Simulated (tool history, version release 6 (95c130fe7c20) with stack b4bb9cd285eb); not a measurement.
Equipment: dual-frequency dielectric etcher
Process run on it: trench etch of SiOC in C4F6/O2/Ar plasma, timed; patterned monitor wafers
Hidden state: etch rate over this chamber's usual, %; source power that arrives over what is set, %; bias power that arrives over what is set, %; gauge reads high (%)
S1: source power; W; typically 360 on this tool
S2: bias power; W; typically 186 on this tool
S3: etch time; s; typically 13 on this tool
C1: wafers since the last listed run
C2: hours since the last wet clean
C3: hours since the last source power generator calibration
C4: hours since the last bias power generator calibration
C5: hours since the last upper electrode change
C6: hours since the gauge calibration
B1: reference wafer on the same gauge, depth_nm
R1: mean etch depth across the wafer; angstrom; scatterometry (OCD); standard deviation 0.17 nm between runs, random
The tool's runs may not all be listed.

| run | day | S1 | S2 | S3 | C1 | C2 | C3 | C4 | C5 | C6 | B1 | R1 |
|---|---|---|---|---|---|---|---|---|---|---|---|---|
| 1 | 0 | 360 | 186 | 13 | 0 | 172.7 | 2480.8 | 1725.8 | 4535.6 | 2117.5 | 26.43 | 240.1 |
| 2 | 2.479 | 360 | 186 | 13 | 1440 | 232.2 | 2540.3 | 1785.3 | 4595.1 | 2177 | 26.44 | 240.2 |
| 3 | 3.496 | 360 | 186 | 13 | 590 | 256.6 | 2564.7 | 1809.7 | 4619.5 | 2201.4 | 26.41 | 239.7 |
| 4 | 6.158 | 360 | 186 | 13 | 1547 | 320.5 | 2628.6 | 1873.6 | 4683.4 | 2265.3 | 26.38 | 242.8 |
| 5 | 8.912 | 360 | 186 | 13 | 1600 | 386.6 | 2694.7 | 1939.7 | 4749.5 | 2331.4 | 26.35 | 245.5 |
|  | 11.167 | wet clean of the chamber, repeated, since the last time left the tool worse |
| 6 | 11.188 | 360 | 186 | 13 | 741 | 0.5 | 2749.3 | 1994.3 | 4804.1 | 2386 | 26.41 | 249.6 |
| 7 | 11.271 | 360 | 186 | 10.5 | 48 | 2.5 | 2751.3 | 1996.3 | 4806.1 | 2388 | 26.41 | 201.9 |
| 8 | 13.062 | 360 | 186 | 10.5 | 1041 | 45.5 | 2794.3 | 2039.3 | 4849.1 | 2431 | 26.4 | 201.4 |
| 9 | 15.342 | 360 | 186 | 10.5 | 1324 | 100.2 | 2849 | 2094 | 4903.8 | 2485.7 | 26.41 | 204.3 |
|  | 16.988 | source power generator calibrated |
|  | 17.154 | bias power generator calibrated |
| 10 | 17.246 | 360 | 148 | 14.5 | 914 | 145.9 | 6.2 | 2.2 | 4949.5 | 2531.4 | 26.4 | 259.9 |
| 11 | 19.921 | 360 | 186 | 10.5 | 1554 | 210.1 | 70.4 | 66.4 | 5013.7 | 2595.6 | 26.36 | 205.6 |
|  | 21.808 | upper electrode replaced |
| 12 | 21.829 | 410 | 147 | 16.5 | 527 | 255.9 | 116.2 | 112.2 | 0.5 | 2641.4 | 26.35 | 307.3 |
| 13 | 23.638 | 360 | 186 | 13 | 1051 | 299.3 | 159.6 | 155.6 | 43.9 | 2684.8 | 26.39 | 256.8 |
| 14 | 24.767 | 320 | 227 | 10 | 656 | 326.4 | 186.7 | 182.7 | 71 | 2711.9 | 26.43 | 203.4 |
| 15 | 27.042 | 360 | 186 | 15.5 | 1322 | 381 | 241.3 | 237.3 | 125.6 | 2766.5 | 26.4 | 307.4 |
|  | 28.95 | wet clean of the chamber |
|  | 29.292 | gauge calibrated |
| 16 | 29.467 | 360 | 186 | 13 | 828 | 12.4 | 299.5 | 295.5 | 183.8 | 4.2 | 26.4 | 251.1 |
| 17 | 32.412 | 360 | 186 | 13 | 1712 | 83.1 | 370.2 | 366.2 | 254.5 | 74.9 | 26.4 | 253.8 |
| 18 | 34.362 | 380 | 154 | 13 | 1133 | 129.9 | 417 | 413 | 301.3 | 121.7 | 26.4 | 239.7 |
| 19 | 42.988 | 360 | 186 | 13 | 5012 | 336.9 | 624 | 620 | 508.3 | 328.7 | 26.38 | 258.2 |
| 20 | 45.508 | 360 | 186 | 13 | 1465 | 397.4 | 684.5 | 680.5 | 568.8 | 389.2 | 26.43 | 257.1 |
| 21 | 48.45 | 360 | 186 | 9.5 | 1709 | 468 | 755.1 | 751.1 | 639.4 | 459.8 | 26.36 | 190.6 |
| 22 | 49.958 | 450 | 186 | 13 | 876 | 504.2 | 791.3 | 787.3 | 675.6 | 496 | 26.37 | 280 |
|  | 52.688 | wet clean of the chamber |
| 23 | 52.708 | 320 | 186 | 12 | 1017 | 0.5 | 857.3 | 853.3 | 741.6 | 562 | 26.36 | 225.2 |
| 24 | 55.021 | 360 | 186 | 13 | 1344 | 56 | 912.8 | 908.8 | 797.1 | 617.5 | 26.39 | 250.8 |
| 25 | 57.538 | 360 | 186 | 13 | 1462 | 116.4 | 973.2 | 969.2 | 857.5 | 677.9 | 26.38 | 254.4 |
| 26 | 58.65 | 400 | 215 | 11 | 646 | 143.1 | 999.9 | 995.9 | 884.2 | 704.6 | 26.41 | 235.6 |
| 27 | 67.2 | 360 | 146 | 13 | 4969 | 348.3 | 1205.1 | 1201.1 | 1089.4 | 909.8 | 26.41 | 234.9 |
| 28 | 68.712 | 360 | 157 | 10 | 879 | 384.6 | 1241.4 | 1237.4 | 1125.7 | 946.1 | 26.36 | 187.3 |
| 29 | 71.508 | 450 | 141 | 16 | 1624 | 451.7 | 1308.5 | 1304.5 | 1192.8 | 1013.2 | 26.41 | 309.5 |

Subtracting, for every run, the result it would have given without the tool's unlogged condition from the measured result gives the following. The same run-to-run variation enters both numbers; the gauge's scatter may not:
| run | R1 |
|---|---|
| 1 | -12.4 |
| 2 | -11.2 |
| 3 | -10.6 |
| 4 | -9.5 |
| 5 | -8.3 |
| 6 | -0.1 |
| 7 | -0.1 |
| 8 | +0.6 |
| 9 | +1.4 |
| 10 | +2.7 |
| 11 | +3.1 |
| 12 | +5.7 |
| 13 | +5.6 |
| 14 | +4.9 |
| 15 | +8.5 |
| 16 | -1.4 |
| 17 | +0 |
| 18 | +0.9 |
| 19 | +4.9 |
| 20 | +6.1 |
| 21 | +5.5 |
| 22 | +8.7 |
| 23 | +0.3 |
| 24 | +1.4 |
| 25 | +2.6 |
| 26 | +2.8 |
| 27 | +6.4 |
| 28 | +5.6 |
| 29 | +10.7 |

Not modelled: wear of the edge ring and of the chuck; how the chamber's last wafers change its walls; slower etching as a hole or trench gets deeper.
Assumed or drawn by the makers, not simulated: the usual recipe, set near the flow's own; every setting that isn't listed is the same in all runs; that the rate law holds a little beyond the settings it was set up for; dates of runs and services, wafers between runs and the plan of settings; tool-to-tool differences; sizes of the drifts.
